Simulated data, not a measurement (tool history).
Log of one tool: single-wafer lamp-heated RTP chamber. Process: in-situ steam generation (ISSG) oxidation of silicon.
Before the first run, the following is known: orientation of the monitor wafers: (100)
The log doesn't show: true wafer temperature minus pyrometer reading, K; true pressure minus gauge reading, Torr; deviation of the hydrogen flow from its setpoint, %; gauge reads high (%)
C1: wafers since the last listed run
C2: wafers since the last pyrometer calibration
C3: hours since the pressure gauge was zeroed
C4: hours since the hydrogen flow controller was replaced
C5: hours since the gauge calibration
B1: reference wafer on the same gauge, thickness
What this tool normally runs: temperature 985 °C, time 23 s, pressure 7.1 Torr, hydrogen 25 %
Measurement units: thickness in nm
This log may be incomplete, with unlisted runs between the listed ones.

{"run": 1, "hour": 0.0, "temperature": 985, "time": 28, "pressure": 7.1, "hydrogen": 25, "C1": 0, "C2": 4923, "C3": 3423.1, "C4": 5741.2, "C5": 749.0, "B1": 6.846, "thickness": 6.699}
{"hour": 51.7, "done": "pyrometer window cleaned and pyrometer calibrated"}
{"run": 2, "hour": 71.6, "temperature": 985, "time": 28, "pressure": 7.1, "hydrogen": 25, "C1": 682, "C2": 213, "C3": 3494.7, "C4": 5812.8, "C5": 820.6, "B1": 6.849, "thickness": 6.549}
{"run": 3, "hour": 101.7, "temperature": 985, "time": 23, "pressure": 7.1, "hydrogen": 25, "C1": 322, "C2": 536, "C3": 3524.8, "C4": 5842.9, "C5": 850.7, "B1": 6.848, "thickness": 5.957}
{"run": 4, "hour": 158.8, "temperature": 985, "time": 23, "pressure": 7.1, "hydrogen": 25, "C1": 612, "C2": 1148, "C3": 3581.9, "C4": 5900.0, "C5": 907.8, "B1": 6.845, "thickness": 5.962}
{"run": 5, "hour": 205.8, "temperature": 985, "time": 23, "pressure": 7.1, "hydrogen": 25, "C1": 504, "C2": 1652, "C3": 3628.9, "C4": 5947.0, "C5": 954.8, "B1": 6.853, "thickness": 6.006}
{"run": 6, "hour": 252.9, "temperature": 985, "time": 23, "pressure": 7.1, "hydrogen": 25, "C1": 505, "C2": 2158, "C3": 3676.0, "C4": 5994.1, "C5": 1001.9, "B1": 6.846, "thickness": 6.064}
{"run": 7, "hour": 294.6, "temperature": 985, "time": 23, "pressure": 7.1, "hydrogen": 25, "C1": 447, "C2": 2605, "C3": 3717.7, "C4": 6035.8, "C5": 1043.6, "B1": 6.857, "thickness": 5.947}
{"run": 8, "hour": 360.4, "temperature": 985, "time": 23, "pressure": 7.7, "hydrogen": 18, "C1": 705, "C2": 3311, "C3": 3783.5, "C4": 6101.6, "C5": 1109.4, "B1": 6.849, "thickness": 5.685}
{"run": 9, "hour": 399.0, "temperature": 985, "time": 23, "pressure": 7.7, "hydrogen": 18, "C1": 414, "C2": 3725, "C3": 3822.1, "C4": 6140.2, "C5": 1148.0, "B1": 6.851, "thickness": 5.643}
{"run": 10, "hour": 459.6, "temperature": 985, "time": 23, "pressure": 8.1, "hydrogen": 22, "C1": 649, "C2": 4375, "C3": 3882.7, "C4": 6200.8, "C5": 1208.6, "B1": 6.839, "thickness": 5.911}
{"hour": 605.1, "done": "pyrometer window cleaned and pyrometer calibrated"}
{"run": 11, "hour": 662.3, "temperature": 985, "time": 23, "pressure": 8.1, "hydrogen": 22, "C1": 2088, "C2": 613, "C3": 4085.4, "C4": 6403.5, "C5": 1411.3, "B1": 6.845, "thickness": 5.784}
{"run": 12, "hour": 693.0, "temperature": 985, "time": 23, "pressure": 8.1, "hydrogen": 22, "C1": 329, "C2": 942, "C3": 4116.1, "C4": 6434.2, "C5": 1442.0, "B1": 6.84, "thickness": 5.813}
{"run": 13, "hour": 764.4, "temperature": 985, "time": 23, "pressure": 7.1, "hydrogen": 25, "C1": 765, "C2": 1708, "C3": 4187.5, "C4": 6505.6, "C5": 1513.4, "B1": 6.852, "thickness": 6.041}
{"run": 14, "hour": 810.6, "temperature": 985, "time": 23, "pressure": 7.1, "hydrogen": 25, "C1": 495, "C2": 2203, "C3": 4233.7, "C4": 6551.8, "C5": 1559.6, "B1": 6.856, "thickness": 5.994}
{"run": 15, "hour": 868.0, "temperature": 985, "time": 23, "pressure": 7.1, "hydrogen": 25, "C1": 615, "C2": 2819, "C3": 4291.1, "C4": 6609.2, "C5": 1617.0, "B1": 6.857, "thickness": 6.088}
{"run": 16, "hour": 911.2, "temperature": 985, "time": 23, "pressure": 7.1, "hydrogen": 28, "C1": 463, "C2": 3283, "C3": 4334.3, "C4": 6652.4, "C5": 1660.2, "B1": 6.853, "thickness": 6.267}
{"hour": 928.7, "done": "pressure gauge zeroed"}
{"run": 17, "hour": 943.3, "temperature": 985, "time": 23, "pressure": 7.1, "hydrogen": 25, "C1": 258, "C2": 3541, "C3": 14.6, "C4": 6684.5, "C5": 1692.3, "B1": 6.854, "thickness": 6.144}
{"run": 18, "hour": 981.4, "temperature": 985, "time": 23, "pressure": 7.1, "hydrogen": 25, "C1": 408, "C2": 3950, "C3": 52.7, "C4": 6722.6, "C5": 1730.4, "B1": 6.851, "thickness": 6.12}
{"run": 19, "hour": 1023.1, "temperature": 979, "time": 19, "pressure": 6.9, "hydrogen": 25, "C1": 447, "C2": 4397, "C3": 94.4, "C4": 6764.3, "C5": 1772.1, "B1": 6.849, "thickness": 5.538}
{"hour": 1087.5, "done": "hydrogen flow controller replaced"}
{"run": 20, "hour": 1090.3, "temperature": 985, "time": 23, "pressure": 6.9, "hydrogen": 25, "C1": 634, "C2": 5032, "C3": 161.6, "C4": 2.8, "C5": 1839.3, "B1": 6.848, "thickness": 6.183}
{"hour": 1103.7, "done": "pyrometer window cleaned and pyrometer calibrated"}
{"run": 21, "hour": 1123.8, "temperature": 967, "time": 23, "pressure": 7.9, "hydrogen": 32, "C1": 273, "C2": 215, "C3": 195.1, "C4": 36.3, "C5": 1872.8, "B1": 6.852, "thickness": 5.873}
{"hour": 1255.5, "done": "gauge calibrated"}
{"run": 22, "hour": 1333.6, "temperature": 965, "time": 15, "pressure": 6.9, "hydrogen": 18, "C1": 2250, "C2": 2465, "C3": 404.9, "C4": 246.1, "C5": 78.1, "B1": 6.844, "thickness": 4.285}
{"run": 23, "hour": 1374.7, "temperature": 967, "time": 23, "pressure": 7.1, "hydrogen": 25, "C1": 440, "C2": 2906, "C3": 446.0, "C4": 287.2, "C5": 119.2, "B1": 6.847, "thickness": 5.664}
{"run": 24, "hour": 1399.7, "temperature": 978, "time": 23, "pressure": 7.8, "hydrogen": 29, "C1": 268, "C2": 3174, "C3": 471.0, "C4": 312.2, "C5": 144.2, "B1": 6.85, "thickness": 6.123}
{"run": 25, "hour": 1455.6, "temperature": 999, "time": 15, "pressure": 7.1, "hydrogen": 31, "C1": 599, "C2": 3774, "C3": 526.9, "C4": 368.1, "C5": 200.1, "B1": 6.849, "thickness": 5.657}
{"run": 26, "hour": 1493.3, "temperature": 985, "time": 28, "pressure": 7.1, "hydrogen": 32, "C1": 404, "C2": 4178, "C3": 564.6, "C4": 405.8, "C5": 237.8, "B1": 6.85, "thickness": 7.093}
{"run": 27, "hour": 1526.1, "temperature": 985, "time": 23, "pressure": 7.1, "hydrogen": 25, "C1": 351, "C2": 4530, "C3": 597.4, "C4": 438.6, "C5": 270.6, "B1": 6.852, "thickness": 6.077}
{"run": 28, "hour": 1582.9, "temperature": 985, "time": 23, "pressure": 7.1, "hydrogen": 25, "C1": 609, "C2": 5139, "C3": 654.2, "C4": 495.4, "C5": 327.4, "B1": 6.848, "thickness": 6.153}
{"hour": 1596.0, "done": "pyrometer window cleaned and pyrometer calibrated"}
{"run": 29, "hour": 1653.1, "temperature": 985, "time": 23, "pressure": 7.1, "hydrogen": 25, "C1": 667, "C2": 612, "C3": 724.4, "C4": 565.6, "C5": 397.6, "B1": 6.848, "thickness": 5.952}
{"run": 30, "hour": 1838.8, "temperature": 985, "time": 23, "pressure": 6.9, "hydrogen": 22, "C1": 1991, "C2": 2604, "C3": 910.1, "C4": 751.3, "C5": 583.3, "B1": 6.856, "thickness": 5.82}
{"run": 31, "hour": 1892.3, "temperature": 972, "time": 23, "pressure": 6.9, "hydrogen": 28, "C1": 573, "C2": 3177, "C3": 963.6, "C4": 804.8, "C5": 636.8, "B1": 6.841, "thickness": 5.94}
{"run": 32, "hour": 1944.5, "temperature": 996, "time": 23, "pressure": 6.9, "hydrogen": 25, "C1": 559, "C2": 3737, "C3": 1015.8, "C4": 857.0, "C5": 689.0, "B1": 6.847, "thickness": 6.32}

Across each entry between runs, compare the hidden state at the last listed run before it with the hidden state at the first listed run after it:
After run 1, before run 2: pyrometer window cleaned and pyrometer calibrated (hour 51.7)
  true wafer temperature minus pyrometer reading, K: 9.35 -> 1.42
  measured minus no-state result, thickness: +0.258 -> +0.038 nm
After run 10, before run 11: pyrometer window cleaned and pyrometer calibrated (hour 605.1)
  true wafer temperature minus pyrometer reading, K: 8.56 -> 2.6
  measured minus no-state result, thickness: +0.198 -> +0.059 nm
After run 16, before run 17: pressure gauge zeroed (hour 928.7)
  true wafer temperature minus pyrometer reading, K: 7.18 -> 7.77
  measured minus no-state result, thickness: +0.176 -> +0.187 nm
After run 19, before run 20: hydrogen flow controller replaced (hour 1087.5)
  true wafer temperature minus pyrometer reading, K: 9.24 -> 10.5
  measured minus no-state result, thickness: +0.182 -> +0.254 nm
After run 20, before run 21: pyrometer window cleaned and pyrometer calibrated (hour 1103.7)
  true wafer temperature minus pyrometer reading, K: 10.5 -> 0.616
  measured minus no-state result, thickness: +0.254 -> +0.013 nm
After run 21, before run 22: gauge calibrated (hour 1255.5)
  true wafer temperature minus pyrometer reading, K: 0.616 -> 4.48
  measured minus no-state result, thickness: +0.013 -> +0.057 nm
After run 28, before run 29: pyrometer window cleaned and pyrometer calibrated (hour 1596.0)
  true wafer temperature minus pyrometer reading, K: 9.07 -> 1.48
  measured minus no-state result, thickness: +0.219 -> +0.034 nm
